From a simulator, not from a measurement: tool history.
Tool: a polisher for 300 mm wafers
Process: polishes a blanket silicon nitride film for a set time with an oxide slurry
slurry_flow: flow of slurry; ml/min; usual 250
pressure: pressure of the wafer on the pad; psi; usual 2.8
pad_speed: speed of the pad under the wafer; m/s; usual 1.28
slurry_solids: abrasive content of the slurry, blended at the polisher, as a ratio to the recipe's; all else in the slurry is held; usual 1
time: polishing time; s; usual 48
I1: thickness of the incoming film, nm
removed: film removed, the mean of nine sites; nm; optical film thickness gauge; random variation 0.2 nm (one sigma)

{"run": 1, "day": 0.0, "slurry_flow": 250, "pressure": 2.8, "pad_speed": 1.28, "slurry_solids": 1, "time": 48, "I1": 450.6, "removed": 30.1}
{"run": 2, "day": 2.783, "slurry_flow": 250, "pressure": 2.8, "pad_speed": 1.28, "slurry_solids": 1, "time": 48, "I1": 447.6, "removed": 30}
{"day": 2.962, "done": "slurry nozzle cleaned"}
{"run": 3, "day": 4.133, "slurry_flow": 250, "pressure": 2.8, "pad_speed": 1.28, "slurry_solids": 1, "time": 48, "I1": 441.2, "removed": 30.2}
{"day": 5.646, "done": "head pressure recalibrated"}
{"run": 4, "day": 7.338, "slurry_flow": 250, "pressure": 2.8, "pad_speed": 1.28, "slurry_solids": 1, "time": 48, "I1": 453.5, "removed": 30.3}
{"day": 8.179, "done": "worn pad replaced by a new one"}
{"day": 9.571, "done": "slurry blender recalibrated"}
{"run": 5, "day": 9.871, "slurry_flow": 250, "pressure": 2.8, "pad_speed": 1.28, "slurry_solids": 1, "time": 48, "I1": 445.7, "removed": 30}
{"run": 6, "day": 12.2, "slurry_flow": 300, "pressure": 2.8, "pad_speed": 1.28, "slurry_solids": 1, "time": 48, "I1": 449.7, "removed": 30.4}
{"day": 13.483, "done": "slurry nozzle cleaned"}
{"run": 7, "day": 14.846, "slurry_flow": 300, "pressure": 2.8, "pad_speed": 1.28, "slurry_solids": 1, "time": 48, "I1": 452.2, "removed": 30.3}
{"run": 8, "day": 16.062, "slurry_flow": 300, "pressure": 2.8, "pad_speed": 1.28, "slurry_solids": 1, "time": 48, "I1": 447.9, "removed": 30.5}
{"day": 18.483, "done": "worn pad replaced by a new one"}
{"run": 9, "day": 18.967, "slurry_flow": 250, "pressure": 2.8, "pad_speed": 1.28, "slurry_solids": 1, "time": 55, "I1": 447.9, "removed": 33.9}
{"day": 19.554, "done": "conditioning disc replaced and pad reconditioned"}
{"run": 10, "day": 20.471, "slurry_flow": 250, "pressure": 2.8, "pad_speed": 1.28, "slurry_solids": 1, "time": 48, "I1": 450.7, "removed": 31.1}
{"run": 11, "day": 22.392, "slurry_flow": 250, "pressure": 2.8, "pad_speed": 1.28, "slurry_solids": 1, "time": 48, "I1": 444.7, "removed": 30.8}
{"run": 12, "day": 24.879, "slurry_flow": 250, "pressure": 2.8, "pad_speed": 1.28, "slurry_solids": 1, "time": 43, "I1": 446.3, "removed": 27.4}
{"day": 25.221, "done": "slurry nozzle cleaned"}
{"run": 13, "day": 27.533, "slurry_flow": 320, "pressure": 2.8, "pad_speed": 1.28, "slurry_solids": 1, "time": 62, "I1": 448.8, "removed": 39.7}
{"day": 29.517, "done": "slurry blender recalibrated"}
{"run": 14, "day": 29.692, "slurry_flow": 175, "pressure": 2.4, "pad_speed": 1.28, "slurry_solids": 1, "time": 58, "I1": 452, "removed": 30}
{"day": 31.458, "done": "worn pad replaced by a new one"}
{"run": 15, "day": 31.479, "slurry_flow": 180, "pressure": 2.8, "pad_speed": 0.98, "slurry_solids": 0.8, "time": 54, "I1": 451.6, "removed": 24.6}
{"day": 34.908, "done": "head pressure recalibrated"}
{"day": 36.792, "done": "slurry nozzle cleaned"}
{"run": 16, "day": 40.325, "slurry_flow": 170, "pressure": 3.8, "pad_speed": 1.28, "slurry_solids": 1, "time": 48, "I1": 457.5, "removed": 37.6}
{"run": 17, "day": 41.371, "slurry_flow": 250, "pressure": 2.8, "pad_speed": 0.92, "slurry_solids": 1.3, "time": 48, "I1": 443.7, "removed": 28.8}
{"run": 18, "day": 43.888, "slurry_flow": 250, "pressure": 3.3, "pad_speed": 1.28, "slurry_solids": 1, "time": 63, "I1": 451.8, "removed": 46.1}
{"day": 44.092, "done": "worn pad replaced by a new one"}
{"day": 44.833, "done": "conditioning disc replaced and pad reconditioned"}
{"run": 19, "day": 45.242, "slurry_flow": 170, "pressure": 3.8, "pad_speed": 1.28, "slurry_solids": 1, "time": 48, "I1": 455, "removed": 39.7}
{"day": 46.188, "done": "slurry blender recalibrated"}
{"day": 47.542, "done": "slurry nozzle cleaned"}
{"run": 20, "day": 47.562, "slurry_flow": 175, "pressure": 2.4, "pad_speed": 1.28, "slurry_solids": 1, "time": 58, "I1": 445.5, "removed": 30.4}
{"run": 21, "day": 50.112, "slurry_flow": 250, "pressure": 2.8, "pad_speed": 1.28, "slurry_solids": 0.75, "time": 48, "I1": 448.6, "removed": 25.4}
{"run": 22, "day": 53.504, "slurry_flow": 250, "pressure": 2, "pad_speed": 1.28, "slurry_solids": 1, "time": 48, "I1": 451.6, "removed": 21.7}
{"day": 55.158, "done": "worn pad replaced by a new one"}
{"run": 23, "day": 55.954, "slurry_flow": 320, "pressure": 2.8, "pad_speed": 1.28, "slurry_solids": 1.2, "time": 62, "I1": 444, "removed": 43.3}
{"day": 57.779, "done": "slurry nozzle cleaned"}
{"run": 24, "day": 58.442, "slurry_flow": 175, "pressure": 2.4, "pad_speed": 1.28, "slurry_solids": 1, "time": 58, "I1": 449.9, "removed": 29.7}

4 ways to go on from here, each from the tool as it stands after run 24. What would each give?
{"run": "A", "day": 58.458, "slurry_flow": 250, "pressure": 2.8, "pad_speed": 1.28, "slurry_solids": 1.25, "time": 48, "I1": 446.3, "removed": "?"}
{"run": "B", "day": 58.458, "slurry_flow": 250, "pressure": 2.2, "pad_speed": 1.06, "slurry_solids": 1, "time": 54, "I1": 446.3, "removed": "?"}
{"run": "C", "day": 58.458, "slurry_flow": 210, "pressure": 2.8, "pad_speed": 1.68, "slurry_solids": 1.2, "time": 48, "I1": 446.3, "removed": "?"}
{"run": "D", "day": 58.458, "slurry_flow": 250, "pressure": 2.8, "pad_speed": 1.28, "slurry_solids": 1.15, "time": 48, "I1": 446.3, "removed": "?"}

run=A removed=33.6
run=B removed=24.3
run=C removed=37.5
run=D removed=32.3
Without the tool's hidden state the same runs would have given:
run=A removed=35.4
run=B removed=25.2
run=C removed=39.9
run=D removed=34
